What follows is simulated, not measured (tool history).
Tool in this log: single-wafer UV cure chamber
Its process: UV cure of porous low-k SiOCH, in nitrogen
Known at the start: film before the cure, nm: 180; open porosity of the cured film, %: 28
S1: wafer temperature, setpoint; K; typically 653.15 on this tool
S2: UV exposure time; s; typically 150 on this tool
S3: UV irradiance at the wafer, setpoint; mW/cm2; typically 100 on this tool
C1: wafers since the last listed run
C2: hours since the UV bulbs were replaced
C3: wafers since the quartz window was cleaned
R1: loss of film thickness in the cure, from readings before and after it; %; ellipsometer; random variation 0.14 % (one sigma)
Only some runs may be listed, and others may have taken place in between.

run,hour,S1,S2,S3,C1,C2,C3,R1
1,0.0,666.15,150,100,0,1018.0,3848,10.592
2,79.5,666.15,150,100,419,1097.5,4268,10.531
# hour 93.1: quartz window cleaned
3,134.0,666.15,150,100,245,1152.0,215,11.160
4,274.7,653.15,150,100,742,1292.7,958,10.776
5,321.2,653.15,150,71,245,1339.2,1203,9.010
6,407.0,653.15,150,71,452,1425.0,1656,8.839
7,510.3,653.15,150,71,545,1528.3,2201,8.771
8,580.2,653.15,150,100,368,1598.2,2570,10.601
9,619.1,653.15,150,100,205,1637.1,2775,10.069
10,727.0,653.15,150,100,569,1745.0,3345,9.982
11,825.3,653.15,150,100,518,1843.3,3864,9.820
12,891.4,664.15,105,100,348,1909.4,4213,8.295
# hour 930.0: quartz window cleaned
13,990.3,653.15,150,100,479,2008.3,318,10.124
14,1087.0,640.15,75,90,510,2105.0,828,6.221
# hour 1121.7: UV bulbs replaced
15,1186.9,653.15,195,60,485,65.2,1313,9.950
16,1238.9,653.15,205,130,274,117.2,1587,13.671
17,1277.8,636.15,120,100,205,156.1,1793,9.562
18,1334.5,644.15,175,100,299,212.8,2092,11.349
19,1376.3,653.15,150,100,220,254.6,2313,10.726
20,1428.0,644.15,175,100,272,306.3,2585,11.284

Below are 3 alternative next runs, each starting from the tool's condition after run 20. Predict each:
A,1428.5,653.15,150,100,2,306.8,2588,?
B,1428.5,672.15,210,77,2,306.8,2588,?
C,1428.5,653.15,70,78,2,306.8,2588,?

run,R1
A,10.966
B,11.689
C,6.361
Take away the tool's hidden state, keep each run's random variation, and the runs would have read:
run,R1
A,11.705
B,12.438
C,7.018
